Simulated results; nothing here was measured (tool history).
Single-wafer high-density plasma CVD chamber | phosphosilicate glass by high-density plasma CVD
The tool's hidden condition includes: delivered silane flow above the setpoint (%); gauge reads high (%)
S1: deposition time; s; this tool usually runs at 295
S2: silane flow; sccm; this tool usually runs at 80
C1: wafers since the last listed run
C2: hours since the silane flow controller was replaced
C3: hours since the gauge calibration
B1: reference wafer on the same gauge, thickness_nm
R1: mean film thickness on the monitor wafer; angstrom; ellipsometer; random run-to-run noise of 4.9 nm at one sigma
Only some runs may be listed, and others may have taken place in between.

| run | hour | S1 | S2 | C1 | C2 | C3 | B1 | R1 |
|---|---|---|---|---|---|---|---|---|
| 1 | 0.0 | 295 | 80 | 0 | 3446.9 | 447.8 | 2829.700 | 24591.37 |
| 2 | 17.7 | 295 | 80 | 81 | 3464.6 | 465.5 | 2830.670 | 24651.14 |
| 3 | 35.2 | 295 | 80 | 81 | 3482.1 | 483.0 | 2832.074 | 24576.47 |
|  | 36.2 | gauge calibrated |
| 4 | 58.2 | 295 | 80 | 106 | 3505.1 | 22.0 | 2796.929 | 24370.47 |
| 5 | 152.0 | 295 | 80 | 434 | 3598.9 | 115.8 | 2806.755 | 24537.17 |
| 6 | 172.5 | 295 | 80 | 94 | 3619.4 | 136.3 | 2808.832 | 24471.28 |
| 7 | 203.2 | 295 | 80 | 142 | 3650.1 | 167.0 | 2811.028 | 24466.34 |
| 8 | 224.2 | 295 | 80 | 97 | 3671.1 | 188.0 | 2813.043 | 24447.51 |
| 9 | 246.0 | 295 | 80 | 100 | 3692.9 | 209.8 | 2815.475 | 24475.81 |
| 10 | 265.0 | 295 | 80 | 88 | 3711.9 | 228.8 | 2817.902 | 24555.94 |
| 11 | 286.7 | 295 | 80 | 100 | 3733.6 | 250.5 | 2820.754 | 24627.67 |
| 12 | 320.2 | 295 | 80 | 155 | 3767.1 | 284.0 | 2823.722 | 24604.01 |
| 13 | 345.8 | 295 | 80 | 118 | 3792.7 | 309.6 | 2826.593 | 24552.15 |
| 14 | 365.7 | 295 | 80 | 92 | 3812.6 | 329.5 | 2828.653 | 24717.59 |
| 15 | 382.6 | 295 | 80 | 78 | 3829.5 | 346.4 | 2830.229 | 24639.73 |
| 16 | 414.9 | 257 | 89 | 149 | 3861.8 | 378.7 | 2832.537 | 24010.56 |
| 17 | 428.9 | 319 | 76 | 64 | 3875.8 | 392.7 | 2833.900 | 25352.48 |
| 18 | 453.5 | 295 | 73 | 113 | 3900.4 | 417.3 | 2837.505 | 22560.71 |
| 19 | 469.0 | 336 | 92 | 71 | 3915.9 | 432.8 | 2838.874 | 32399.18 |
|  | 484.1 | gauge calibrated |
|  | 487.8 | silane flow controller replaced |
| 20 | 490.9 | 269 | 80 | 64 | 3.1 | 6.8 | 2794.237 | 22169.62 |
| 21 | 518.0 | 295 | 80 | 125 | 30.2 | 33.9 | 2795.959 | 24424.49 |
| 22 | 531.7 | 243 | 67 | 63 | 43.9 | 47.6 | 2796.879 | 16832.67 |
| 23 | 563.4 | 271 | 86 | 146 | 75.6 | 79.3 | 2800.361 | 24082.54 |
| 24 | 582.7 | 295 | 80 | 89 | 94.9 | 98.6 | 2802.037 | 24331.30 |
| 25 | 608.7 | 263 | 91 | 120 | 120.9 | 124.6 | 2806.047 | 24756.19 |
| 26 | 637.1 | 336 | 75 | 131 | 149.3 | 153.0 | 2808.358 | 26113.40 |
| 27 | 663.4 | 335 | 80 | 121 | 175.6 | 179.3 | 2810.267 | 27783.23 |
| 28 | 679.9 | 341 | 90 | 76 | 192.1 | 195.8 | 2811.715 | 31855.82 |
| 29 | 706.5 | 345 | 87 | 123 | 218.7 | 222.4 | 2815.274 | 31127.62 |
| 30 | 726.7 | 295 | 80 | 93 | 238.9 | 242.6 | 2817.067 | 24538.71 |

The tool's hidden state at each run:
delivered silane flow above the setpoint (%): 0 on each run
H1: gauge reads high (%)
| run | H1 |
|---|---|
| 1 | 1.38 |
| 2 | 1.44 |
| 3 | 1.51 |
| 4 | 0.264 |
| 5 | 0.602 |
| 6 | 0.675 |
| 7 | 0.786 |
| 8 | 0.861 |
| 9 | 0.94 |
| 10 | 1.01 |
| 11 | 1.09 |
| 12 | 1.21 |
| 13 | 1.3 |
| 14 | 1.37 |
| 15 | 1.43 |
| 16 | 1.55 |
| 17 | 1.6 |
| 18 | 1.69 |
| 19 | 1.74 |
| 20 | 0.12 |
| 21 | 0.217 |
| 22 | 0.267 |
| 23 | 0.381 |
| 24 | 0.45 |
| 25 | 0.544 |
| 26 | 0.646 |
| 27 | 0.74 |
| 28 | 0.8 |
| 29 | 0.895 |
| 30 | 0.968 |

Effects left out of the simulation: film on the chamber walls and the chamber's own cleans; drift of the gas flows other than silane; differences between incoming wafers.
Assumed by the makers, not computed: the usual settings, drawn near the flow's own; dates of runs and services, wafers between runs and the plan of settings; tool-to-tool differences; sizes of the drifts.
